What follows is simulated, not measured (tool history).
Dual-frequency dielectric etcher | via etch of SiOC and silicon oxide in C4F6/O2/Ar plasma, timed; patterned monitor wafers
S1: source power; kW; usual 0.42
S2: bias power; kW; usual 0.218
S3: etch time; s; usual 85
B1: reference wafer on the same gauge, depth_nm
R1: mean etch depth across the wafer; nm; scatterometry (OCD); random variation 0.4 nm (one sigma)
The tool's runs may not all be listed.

run,hour,S1,S2,S3,B1,R1
1,0,0.42,0.218,71.5,102.9,86.7
2,0.4,0.47,0.218,85,103,106.9
3,14.8,0.47,0.218,85,103.1,107.7
4,29.9,0.47,0.218,85,103.1,107.7
5,40.2,0.42,0.218,85,102.9,103.1
6,46.7,0.42,0.218,85,103.1,103.6
7,55.7,0.42,0.218,85,103,102.9
8,71.7,0.46,0.218,70.5,103.2,88.1
9,83.4,0.42,0.218,85,103,102.9
# hour 94.6: bias power generator calibrated
10,95.1,0.42,0.26,85,102.8,110.3
11,146.9,0.48,0.218,109,102.9,137.3
12,156.3,0.5,0.218,105.5,102.9,134.8
# hour 158.3: gauge calibrated
13,172.3,0.42,0.218,85,102.8,102.7
# hour 201.3: wet clean of the chamber
14,201.8,0.42,0.218,85,103.1,105.8
15,202.1,0.38,0.218,108.5,102.8,130.9
16,203.2,0.42,0.218,85,103.1,106.4
17,209.3,0.42,0.26,70.5,103,93.7
18,223.1,0.42,0.182,85,103,98.4
19,235.7,0.37,0.218,85,103.1,101.5
20,247.6,0.37,0.175,85,103.1,92.4
21,254,0.38,0.218,98,103,117.5
22,266.4,0.45,0.218,85,103.1,108.1
23,282.5,0.39,0.24,98.5,103.1,123.6
24,300.1,0.42,0.218,85,103.1,105.1
25,310.1,0.42,0.218,85,103.1,105.3
26,323.7,0.33,0.184,85,103.1,90
27,331.7,0.52,0.218,85,102.9,113.8
28,348.1,0.42,0.254,69.5,103,90.9
29,357.9,0.38,0.218,85,102.9,100.6

Forecast each of these 5 alternatives for the next run:
A,358.3,0.42,0.218,85,?,?
B,358.3,0.46,0.257,61,?,?
C,358.3,0.5,0.165,107,?,?
D,358.3,0.33,0.166,78.5,?,?
E,358.3,0.35,0.218,95.5,?,?

run,B1,R1
A,102.9,104.4
B,102.9,82.7
C,102.9,125
D,102.9,79.2
E,102.9,110
Without the tool's hidden state the same runs would have given:
run,R1
A,105.6
B,83.7
C,126.5
D,80.1
E,111.3
